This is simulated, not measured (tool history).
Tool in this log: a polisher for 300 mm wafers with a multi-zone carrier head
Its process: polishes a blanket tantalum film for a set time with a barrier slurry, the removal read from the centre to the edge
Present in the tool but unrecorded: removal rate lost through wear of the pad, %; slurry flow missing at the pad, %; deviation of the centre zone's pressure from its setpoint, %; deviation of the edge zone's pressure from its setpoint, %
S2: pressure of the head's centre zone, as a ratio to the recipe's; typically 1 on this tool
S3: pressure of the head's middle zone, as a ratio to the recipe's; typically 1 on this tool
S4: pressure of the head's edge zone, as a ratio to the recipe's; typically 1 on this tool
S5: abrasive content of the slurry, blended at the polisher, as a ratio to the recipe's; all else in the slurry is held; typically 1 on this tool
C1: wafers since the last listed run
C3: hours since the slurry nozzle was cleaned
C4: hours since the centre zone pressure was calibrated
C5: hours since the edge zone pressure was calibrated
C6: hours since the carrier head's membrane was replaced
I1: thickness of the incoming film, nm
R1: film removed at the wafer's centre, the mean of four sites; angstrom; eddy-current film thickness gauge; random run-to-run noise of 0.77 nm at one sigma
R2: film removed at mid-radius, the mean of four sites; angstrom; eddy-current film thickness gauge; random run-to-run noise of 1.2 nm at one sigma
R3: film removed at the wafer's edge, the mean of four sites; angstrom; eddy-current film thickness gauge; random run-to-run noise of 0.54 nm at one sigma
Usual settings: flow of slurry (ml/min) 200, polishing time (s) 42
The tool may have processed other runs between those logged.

{"run": 1, "day": 0.0, "flow of slurry (ml/min)": 200, "S2": 1, "S3": 1, "S4": 1, "S5": 1, "polishing time (s)": 42, "C1": 0, "wafers polished on this pad": 4585, "C3": 276.6, "C4": 378.5, "C5": 1224.9, "C6": 200.4, "I1": 231.9, "R1": 843, "R2": 854, "R3": 862}
{"run": 2, "day": 4.112, "flow of slurry (ml/min)": 200, "S2": 1, "S3": 1.09, "S4": 1, "S5": 1, "polishing time (s)": 42, "C1": 1393, "wafers polished on this pad": 5978, "C3": 375.3, "C4": 477.2, "C5": 1323.6, "C6": 299.1, "I1": 225.4, "R1": 849, "R2": 892, "R3": 855}
{"run": 3, "day": 6.458, "flow of slurry (ml/min)": 200, "S2": 1, "S3": 1, "S4": 1, "S5": 1, "polishing time (s)": 42, "C1": 794, "wafers polished on this pad": 6773, "C3": 431.6, "C4": 533.5, "C5": 1379.9, "C6": 355.4, "I1": 230.5, "R1": 853, "R2": 825, "R3": 860}
{"day": 6.888, "done": "worn pad replaced by a new one"}
{"run": 4, "day": 9.183, "flow of slurry (ml/min)": 200, "S2": 1, "S3": 0.95, "S4": 1, "S5": 1, "polishing time (s)": 42, "C1": 866, "wafers polished on this pad": 778, "C3": 497, "C4": 598.9, "C5": 1445.3, "C6": 420.8, "I1": 233.1, "R1": 837, "R2": 803, "R3": 857}
{"day": 9.608, "done": "slurry nozzle cleaned"}
{"day": 9.892, "done": "edge zone pressure recalibrated"}
{"run": 5, "day": 13.425, "flow of slurry (ml/min)": 140, "S2": 1, "S3": 0.95, "S4": 1, "S5": 0.7, "polishing time (s)": 30, "C1": 1394, "wafers polished on this pad": 2173, "C3": 91.6, "C4": 700.7, "C5": 84.8, "C6": 522.6, "I1": 234.1, "R1": 529, "R2": 508, "R3": 541}
{"run": 6, "day": 17.383, "flow of slurry (ml/min)": 200, "S2": 1, "S3": 0.9, "S4": 0.9, "S5": 1, "polishing time (s)": 54, "C1": 1341, "wafers polished on this pad": 3514, "C3": 186.6, "C4": 795.7, "C5": 179.8, "C6": 617.6, "I1": 231.7, "R1": 1079, "R2": 1006, "R3": 1051}
{"run": 7, "day": 19.183, "flow of slurry (ml/min)": 200, "S2": 1, "S3": 1.11, "S4": 0.9, "S5": 1.25, "polishing time (s)": 57, "C1": 609, "wafers polished on this pad": 4123, "C3": 229.8, "C4": 838.9, "C5": 223, "C6": 660.8, "I1": 225.2, "R1": 1208, "R2": 1331, "R3": 1166}
{"day": 23.008, "done": "carrier head's membrane replaced by a new one"}
{"run": 8, "day": 23.462, "flow of slurry (ml/min)": 200, "S2": 1, "S3": 0.97, "S4": 1, "S5": 1.2, "polishing time (s)": 42, "C1": 1379, "wafers polished on this pad": 5503, "C3": 332.5, "C4": 941.6, "C5": 325.7, "C6": 10.9, "I1": 232.1, "R1": 877, "R2": 837, "R3": 911}
{"day": 26.396, "done": "centre zone pressure recalibrated"}
{"day": 27.679, "done": "worn pad replaced by a new one"}
{"run": 9, "day": 27.7, "flow of slurry (ml/min)": 200, "S2": 1, "S3": 1, "S4": 1, "S5": 1, "polishing time (s)": 42, "C1": 1350, "wafers polished on this pad": 7, "C3": 434.2, "C4": 31.3, "C5": 427.4, "C6": 112.6, "I1": 226, "R1": 823, "R2": 809, "R3": 849}
{"run": 10, "day": 30.633, "flow of slurry (ml/min)": 200, "S2": 1, "S3": 1, "S4": 0.96, "S5": 1.15, "polishing time (s)": 31, "C1": 993, "wafers polished on this pad": 1001, "C3": 504.6, "C4": 101.7, "C5": 497.8, "C6": 183, "I1": 227.1, "R1": 634, "R2": 640, "R3": 638}
{"day": 31.071, "done": "slurry nozzle cleaned"}
{"run": 11, "day": 33.733, "flow of slurry (ml/min)": 200, "S2": 1, "S3": 1, "S4": 0.96, "S5": 0.9, "polishing time (s)": 35, "C1": 1036, "wafers polished on this pad": 2037, "C3": 63.9, "C4": 176.1, "C5": 572.2, "C6": 257.4, "I1": 234.5, "R1": 699, "R2": 697, "R3": 686}
{"run": 12, "day": 35.658, "flow of slurry (ml/min)": 260, "S2": 1, "S3": 1, "S4": 1, "S5": 0.9, "polishing time (s)": 42, "C1": 652, "wafers polished on this pad": 2689, "C3": 110.1, "C4": 222.3, "C5": 618.4, "C6": 303.6, "I1": 232.1, "R1": 850, "R2": 852, "R3": 866}
{"run": 13, "day": 39.662, "flow of slurry (ml/min)": 200, "S2": 1, "S3": 1.04, "S4": 1, "S5": 1, "polishing time (s)": 42, "C1": 1356, "wafers polished on this pad": 4046, "C3": 206.2, "C4": 318.4, "C5": 714.5, "C6": 399.7, "I1": 226.3, "R1": 848, "R2": 855, "R3": 858}
{"run": 14, "day": 43.004, "flow of slurry (ml/min)": 200, "S2": 1, "S3": 1, "S4": 1, "S5": 1, "polishing time (s)": 42, "C1": 1132, "wafers polished on this pad": 5178, "C3": 286.4, "C4": 398.6, "C5": 794.7, "C6": 479.9, "I1": 231.8, "R1": 820, "R2": 831, "R3": 862}
{"run": 15, "day": 44.788, "flow of slurry (ml/min)": 200, "S2": 1, "S3": 1.07, "S4": 1, "S5": 1, "polishing time (s)": 42, "C1": 604, "wafers polished on this pad": 5782, "C3": 329.2, "C4": 441.4, "C5": 837.5, "C6": 522.7, "I1": 226.5, "R1": 817, "R2": 880, "R3": 856}
{"day": 47.367, "done": "worn pad replaced by a new one"}
{"run": 16, "day": 48.121, "flow of slurry (ml/min)": 200, "S2": 1, "S3": 1, "S4": 1, "S5": 1, "polishing time (s)": 42, "C1": 1072, "wafers polished on this pad": 255, "C3": 409.2, "C4": 521.4, "C5": 917.5, "C6": 602.7, "I1": 228.8, "R1": 828, "R2": 842, "R3": 852}
{"day": 50.779, "done": "slurry nozzle cleaned"}
{"run": 17, "day": 51.608, "flow of slurry (ml/min)": 200, "S2": 1, "S3": 1, "S4": 1, "S5": 1, "polishing time (s)": 42, "C1": 1167, "wafers polished on this pad": 1423, "C3": 19.9, "C4": 605.1, "C5": 1001.2, "C6": 686.4, "I1": 231.8, "R1": 872, "R2": 880, "R3": 877}
{"run": 18, "day": 53.688, "flow of slurry (ml/min)": 200, "S2": 1, "S3": 1.11, "S4": 1, "S5": 1.25, "polishing time (s)": 42, "C1": 704, "wafers polished on this pad": 2127, "C3": 69.8, "C4": 655, "C5": 1051.1, "C6": 736.3, "I1": 226.4, "R1": 914, "R2": 1028, "R3": 920}
{"run": 19, "day": 55.954, "flow of slurry (ml/min)": 200, "S2": 1, "S3": 1.1, "S4": 1, "S5": 1, "polishing time (s)": 42, "C1": 767, "wafers polished on this pad": 2895, "C3": 124.2, "C4": 709.4, "C5": 1105.5, "C6": 790.7, "I1": 227.6, "R1": 857, "R2": 905, "R3": 858}
{"run": 20, "day": 60.05, "flow of slurry (ml/min)": 260, "S2": 1, "S3": 1, "S4": 1, "S5": 1.25, "polishing time (s)": 47, "C1": 1387, "wafers polished on this pad": 4282, "C3": 222.5, "C4": 807.7, "C5": 1203.8, "C6": 889, "I1": 231.9, "R1": 1034, "R2": 1026, "R3": 1024}

What if the next run were any one of these 5? Each begins from the tool's condition after run 20:
{"run": "A", "day": 60.067, "flow of slurry (ml/min)": 200, "S2": 1, "S3": 0.96, "S4": 1, "S5": 1, "polishing time (s)": 42, "C1": 5, "wafers polished on this pad": 4288, "C3": 222.9, "C4": 808.1, "C5": 1204.2, "C6": 889.4, "I1": 228.4, "R1": "?", "R2": "?", "R3": "?"}
{"run": "B", "day": 60.067, "flow of slurry (ml/min)": 200, "S2": 1.09, "S3": 0.96, "S4": 1, "S5": 1, "polishing time (s)": 42, "C1": 5, "wafers polished on this pad": 4288, "C3": 222.9, "C4": 808.1, "C5": 1204.2, "C6": 889.4, "I1": 228.4, "R1": "?", "R2": "?", "R3": "?"}
{"run": "C", "day": 60.067, "flow of slurry (ml/min)": 200, "S2": 1, "S3": 1.09, "S4": 1, "S5": 1, "polishing time (s)": 57, "C1": 5, "wafers polished on this pad": 4288, "C3": 222.9, "C4": 808.1, "C5": 1204.2, "C6": 889.4, "I1": 228.4, "R1": "?", "R2": "?", "R3": "?"}
{"run": "D", "day": 60.067, "flow of slurry (ml/min)": 230, "S2": 1, "S3": 1, "S4": 1, "S5": 1, "polishing time (s)": 30, "C1": 5, "wafers polished on this pad": 4288, "C3": 222.9, "C4": 808.1, "C5": 1204.2, "C6": 889.4, "I1": 228.4, "R1": "?", "R2": "?", "R3": "?"}
{"run": "E", "day": 60.067, "flow of slurry (ml/min)": 200, "S2": 0.96, "S3": 1, "S4": 1, "S5": 1, "polishing time (s)": 53, "C1": 5, "wafers polished on this pad": 4288, "C3": 222.9, "C4": 808.1, "C5": 1204.2, "C6": 889.4, "I1": 228.4, "R1": "?", "R2": "?", "R3": "?"}

run=A R1=835 R2=804 R3=863
run=B R1=911 R2=804 R3=863
run=C R1=1134 R2=1215 R3=1169
run=D R1=607 R2=603 R3=623
run=E R1=1012 R2=1050 R3=1088
Without the tool's hidden state the same runs would have given:
run=A R1=872 R2=835 R3=887
run=B R1=951 R2=835 R3=887
run=C R1=1184 R2=1263 R3=1202
run=D R1=631 R2=625 R3=639
run=E R1=1056 R2=1091 R3=1119

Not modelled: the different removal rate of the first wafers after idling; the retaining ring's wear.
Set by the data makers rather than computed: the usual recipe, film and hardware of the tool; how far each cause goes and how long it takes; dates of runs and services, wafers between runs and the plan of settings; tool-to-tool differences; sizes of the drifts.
